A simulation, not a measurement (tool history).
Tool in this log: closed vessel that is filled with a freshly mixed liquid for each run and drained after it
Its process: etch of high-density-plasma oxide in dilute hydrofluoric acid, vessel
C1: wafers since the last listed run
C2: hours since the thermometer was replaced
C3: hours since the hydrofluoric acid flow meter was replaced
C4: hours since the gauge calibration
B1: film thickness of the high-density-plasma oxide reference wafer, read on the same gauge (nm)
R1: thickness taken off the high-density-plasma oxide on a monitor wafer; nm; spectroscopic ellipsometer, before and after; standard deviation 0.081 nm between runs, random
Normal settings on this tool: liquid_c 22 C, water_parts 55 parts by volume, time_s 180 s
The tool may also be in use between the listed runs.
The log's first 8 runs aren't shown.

{"run": 9, "day": 14.85, "liquid_c": 22, "water_parts": 55, "time_s": 120, "C1": 4036, "C2": 936.2, "C3": 883.8, "C4": 672.8, "B1": 59.97, "R1": 17.49}
{"run": 10, "day": 16.775, "liquid_c": 22, "water_parts": 55, "time_s": 180, "C1": 5420, "C2": 982.4, "C3": 930, "C4": 719, "B1": 59.98, "R1": 26.29}
{"run": 11, "day": 18.15, "liquid_c": 22, "water_parts": 55, "time_s": 180, "C1": 3872, "C2": 1015.4, "C3": 963, "C4": 752, "B1": 60.01, "R1": 26.25}
{"run": 12, "day": 19.354, "liquid_c": 22, "water_parts": 55, "time_s": 180, "C1": 3391, "C2": 1044.3, "C3": 991.9, "C4": 780.9, "B1": 59.97, "R1": 26.33}
{"run": 13, "day": 21.662, "liquid_c": 20, "water_parts": 70, "time_s": 180, "C1": 6500, "C2": 1099.7, "C3": 1047.3, "C4": 836.3, "B1": 60.02, "R1": 18.65}
{"day": 21.779, "done": "thermometer replaced"}
{"run": 14, "day": 23.288, "liquid_c": 23.5, "water_parts": 45, "time_s": 105, "C1": 4458, "C2": 36.2, "C3": 1086.3, "C4": 875.3, "B1": 59.97, "R1": 19.53}
{"run": 15, "day": 25.479, "liquid_c": 18.5, "water_parts": 35, "time_s": 180, "C1": 6171, "C2": 88.8, "C3": 1138.9, "C4": 927.9, "B1": 60, "R1": 35.58}
{"run": 16, "day": 27.488, "liquid_c": 22, "water_parts": 55, "time_s": 180, "C1": 5655, "C2": 137, "C3": 1187.1, "C4": 976.1, "B1": 59.98, "R1": 25.55}
{"day": 28.967, "done": "hydrofluoric acid flow meter replaced"}
{"run": 17, "day": 29.579, "liquid_c": 22, "water_parts": 80, "time_s": 180, "C1": 5772, "C2": 187.2, "C3": 14.7, "C4": 1026.3, "B1": 60.02, "R1": 17}
{"run": 18, "day": 32.533, "liquid_c": 22, "water_parts": 80, "time_s": 95, "C1": 8319, "C2": 258.1, "C3": 85.6, "C4": 1097.2, "B1": 59.97, "R1": 8.97}
{"run": 19, "day": 35.358, "liquid_c": 20, "water_parts": 45, "time_s": 180, "C1": 7955, "C2": 325.9, "C3": 153.4, "C4": 1165, "B1": 60, "R1": 29.1}
{"run": 20, "day": 38.121, "liquid_c": 22, "water_parts": 25, "time_s": 180, "C1": 7779, "C2": 392.2, "C3": 219.7, "C4": 1231.3, "B1": 60, "R1": 59.03}
{"run": 21, "day": 40.129, "liquid_c": 22, "water_parts": 55, "time_s": 180, "C1": 5655, "C2": 440.4, "C3": 267.9, "C4": 1279.5, "B1": 60, "R1": 25.8}
{"run": 22, "day": 42.479, "liquid_c": 27, "water_parts": 30, "time_s": 95, "C1": 6617, "C2": 496.8, "C3": 324.3, "C4": 1335.9, "B1": 60.01, "R1": 31.68}
{"run": 23, "day": 44.229, "liquid_c": 26, "water_parts": 75, "time_s": 225, "C1": 4928, "C2": 538.8, "C3": 366.3, "C4": 1377.9, "B1": 60.02, "R1": 26.95}
{"run": 24, "day": 46.362, "liquid_c": 22, "water_parts": 70, "time_s": 180, "C1": 6007, "C2": 590, "C3": 417.5, "C4": 1429.1, "B1": 59.96, "R1": 19.96}

The next listed run, before its measurement:
{"day": 46.912, "done": "gauge calibrated"}
{"run": 25, "day": 53.933, "liquid_c": 22, "water_parts": 30, "time_s": 70, "C1": 21320, "C2": 771.7, "C3": 599.2, "C4": 168.5, "B1": "?", "R1": "?"}

Run 25 gave B1 59.99, R1 19.18 nm.
The same run, on a tool lacking any hidden state, would have yielded R1 18.79 nm.

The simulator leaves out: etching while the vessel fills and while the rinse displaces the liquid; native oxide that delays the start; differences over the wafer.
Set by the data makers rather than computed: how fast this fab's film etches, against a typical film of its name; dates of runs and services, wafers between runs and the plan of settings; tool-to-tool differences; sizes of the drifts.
